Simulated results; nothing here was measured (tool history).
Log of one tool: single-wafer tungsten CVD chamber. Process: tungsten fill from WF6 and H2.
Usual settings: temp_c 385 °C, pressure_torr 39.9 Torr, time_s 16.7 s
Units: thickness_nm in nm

run	hour	temp_c	pressure_torr	time_s	read-back reference wafer on the same gauge, thickness_nm	thickness_nm
1	0.0	385	43.6	16.7	41.689	43.203
2	78.7	385	43.6	16.7	41.783	43.351
3	176.9	385	39.9	16.7	41.701	41.698
4	274.3	385	39.9	16.7	41.681	41.705
5	327.3	385	39.9	16.7	41.697	41.535
6	385.2	397	39.9	16.7	41.678	50.916
# hour 457.9: showerhead replaced
7	462.0	397	39.9	16.7	41.683	50.836
8	499.1	397	39.9	16.7	41.755	51.096
9	579.4	385	39.9	16.7	41.727	41.227
# hour 618.3: capacitance manometer re-zeroed and calibrated
10	642.6	385	39.9	16.7	41.659	40.312
11	728.5	385	34.9	16.7	41.691	38.163
12	828.3	395	37.1	16.7	41.719	46.057
13	976.1	375	36.8	15.5	41.701	30.307
14	1063.0	371	44.7	16.7	41.727	32.734
# hour 1142.4: capacitance manometer re-zeroed and calibrated, repeated, since the last time left the tool worse
15	1149.7	374	36.9	19.2	41.692	38.697
16	1198.7	385	39.9	16.7	41.749	41.990
17	1278.3	400	43.7	14.6	41.682	49.315
# hour 1322.7: gauge calibrated
18	1373.9	385	39.9	16.7	41.718	42.104
19	1439.4	374	48.5	16.7	41.673	37.593
# hour 1497.1: thermocouple changed; heater temperature recalibrated
20	1516.2	385	39.9	16.7	41.654	41.840
21	1579.6	385	39.9	16.7	41.785	41.931
22	1645.6	385	39.9	16.7	41.760	42.353
23	1687.3	399	32.0	18.9	41.680	54.844
24	1733.2	385	39.9	16.7	41.735	41.826
25	1801.6	385	39.9	16.7	41.711	42.062
26	1840.1	385	39.9	16.7	41.662	42.289
27	1935.0	392	48.5	18.4	41.722	56.381
28	1984.2	385	39.9	14.9	41.706	37.016
29	2081.5	372	43.9	16.7	41.718	34.125
30	2156.5	395	49.8	16.7	41.724	54.418
31	2228.3	391	34.4	16.7	41.710	42.943
32	2306.3	397	35.5	16.7	41.698	47.660
33	2381.7	385	30.8	16.7	41.682	36.744
34	2473.2	385	39.9	16.7	41.689	40.894
# hour 2526.9: capacitance manometer re-zeroed and calibrated
35	2549.6	385	39.9	16.7	41.711	42.053

The tool's hidden state at each run:
wafer temperature above the value expected at the setpoint (K): 0 in every run
gauge reads high (%): 0 in every run
H1: true pressure above the setpoint (%)
run	H1
1	-1.04
2	-1.38
3	-1.86
4	-2.42
5	-2.75
6	-3.14
7	-3.7
8	-3.98
9	-4.64
10	-9.34
11	-9.38
12	-9.51
13	-9.84
14	-10.1
15	0.353
16	0.341
17	0.28
18	0.142
19	0.00624
20	-0.196
21	-0.398
22	-0.642
23	-0.814
24	-1.02
25	-1.36
26	-1.56
27	-2.12
28	-2.43
29	-3.11
30	-3.69
31	-4.28
32	-4.97
33	-5.69
34	-6.61
35	-0.961
